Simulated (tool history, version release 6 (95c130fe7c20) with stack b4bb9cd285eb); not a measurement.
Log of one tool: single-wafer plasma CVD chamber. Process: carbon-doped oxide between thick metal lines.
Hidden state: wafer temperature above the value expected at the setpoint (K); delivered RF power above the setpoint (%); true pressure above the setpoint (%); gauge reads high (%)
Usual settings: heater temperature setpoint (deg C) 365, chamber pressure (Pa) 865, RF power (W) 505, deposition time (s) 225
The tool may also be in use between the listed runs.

| run | day | heater temperature setpoint (deg C) | chamber pressure (Pa) | RF power (W) | deposition time (s) | wafers since the last listed run | hours since the last thermocouple change | hours since the last RF generator calibration | hours since the last manometer calibration | hours since the showerhead was replaced | hours since the gauge calibration | read-back reference wafer on the same gauge, thickness_nm | mean film thickness on the monitor wafer (angstrom) |
|---|---|---|---|---|---|---|---|---|---|---|---|---|---|
| 1 | 0.000 | 365 | 865 | 505 | 225 | 0 | 1437.2 | 2610.6 | 1352.9 | 3164.5 | 104.6 | 1220.202 | 10586.62 |
| 2 | 1.496 | 365 | 865 | 505 | 225 | 211 | 1473.1 | 2646.5 | 1388.8 | 3200.4 | 140.5 | 1221.145 | 10574.16 |
| 3 | 2.104 | 365 | 865 | 505 | 225 | 85 | 1487.7 | 2661.1 | 1403.4 | 3215.0 | 155.1 | 1220.530 | 10599.18 |
| 4 | 2.775 | 365 | 865 | 505 | 207 | 94 | 1503.8 | 2677.2 | 1419.5 | 3231.1 | 171.2 | 1220.649 | 9714.51 |
| 5 | 4.167 | 365 | 865 | 540 | 225 | 196 | 1537.2 | 2710.6 | 1452.9 | 3264.5 | 204.6 | 1218.892 | 11090.42 |
| 6 | 4.725 | 365 | 1012 | 505 | 249 | 78 | 1550.6 | 2724.0 | 1466.3 | 3277.9 | 218.0 | 1220.932 | 11822.06 |
| 7 | 5.733 | 365 | 1012 | 505 | 249 | 142 | 1574.8 | 2748.2 | 1490.5 | 3302.1 | 242.2 | 1221.158 | 11756.25 |
|  | 6.812 | showerhead replaced |
| 8 | 7.204 | 365 | 865 | 505 | 225 | 160 | 1610.1 | 2783.5 | 1525.8 | 9.4 | 277.5 | 1220.811 | 10546.20 |
|  | 7.775 | capacitance manometer re-zeroed and calibrated |
| 9 | 8.288 | 365 | 865 | 505 | 225 | 105 | 1636.1 | 2809.5 | 12.3 | 35.4 | 303.5 | 1219.506 | 10566.26 |
|  | 8.754 | gauge calibrated |
|  | 9.375 | thermocouple changed; heater temperature recalibrated |
| 10 | 9.396 | 365 | 865 | 505 | 225 | 109 | 0.5 | 2836.1 | 38.9 | 62.0 | 15.4 | 1219.684 | 10578.59 |
| 11 | 9.762 | 377 | 663 | 505 | 190 | 51 | 9.3 | 2844.9 | 47.7 | 70.8 | 24.2 | 1218.752 | 8334.50 |
| 12 | 11.125 | 365 | 865 | 505 | 225 | 192 | 42.0 | 2877.6 | 80.4 | 103.5 | 56.9 | 1219.649 | 10490.97 |
| 13 | 11.717 | 365 | 865 | 505 | 225 | 83 | 56.2 | 2891.8 | 94.6 | 117.7 | 71.1 | 1220.684 | 10523.16 |
| 14 | 13.212 | 365 | 865 | 505 | 225 | 211 | 92.1 | 2927.7 | 130.5 | 153.6 | 107.0 | 1220.495 | 10489.96 |
|  | 13.583 | RF generator calibrated |
| 15 | 14.454 | 365 | 1037 | 575 | 251 | 128 | 121.9 | 20.9 | 160.3 | 183.4 | 136.8 | 1220.290 | 13884.99 |
| 16 | 15.292 | 358 | 1047 | 580 | 225 | 118 | 142.0 | 41.0 | 180.4 | 203.5 | 156.9 | 1220.922 | 12742.56 |
| 17 | 16.954 | 375 | 865 | 505 | 192 | 234 | 181.9 | 80.9 | 220.3 | 243.4 | 196.8 | 1220.811 | 9362.54 |
| 18 | 18.142 | 360 | 1021 | 505 | 253 | 167 | 210.4 | 109.4 | 248.8 | 271.9 | 225.3 | 1220.476 | 12888.30 |
| 19 | 18.862 | 365 | 865 | 465 | 186 | 101 | 227.7 | 126.7 | 266.1 | 289.2 | 242.6 | 1219.504 | 8749.60 |
| 20 | 19.375 | 365 | 865 | 505 | 202 | 72 | 240.0 | 139.0 | 278.4 | 301.5 | 254.9 | 1219.364 | 10053.49 |
| 21 | 20.083 | 365 | 865 | 505 | 225 | 100 | 257.0 | 156.0 | 295.4 | 318.5 | 271.9 | 1219.538 | 11215.96 |

Forecast each of these 3 alternatives for the next run:
| A | 20.104 | 365 | 865 | 505 | 194 | 2 | 257.5 | 156.5 | 295.9 | 319.0 | 272.4 | ? | ? |
| B | 20.104 | 365 | 767 | 505 | 258 | 2 | 257.5 | 156.5 | 295.9 | 319.0 | 272.4 | ? | ? |
| C | 20.104 | 360 | 755 | 505 | 225 | 2 | 257.5 | 156.5 | 295.9 | 319.0 | 272.4 | ? | ? |

| run | read-back reference wafer on the same gauge, thickness_nm | mean film thickness on the monitor wafer (angstrom) |
|---|---|---|
| A | 1219.426 | 9625.86 |
| B | 1219.426 | 12619.12 |
| C | 1219.426 | 11129.93 |
Without the tool's hidden state the same runs would have given:
| run | mean film thickness on the monitor wafer (angstrom) |
|---|---|
| A | 9701.11 |
| B | 12717.78 |
| C | 11216.95 |
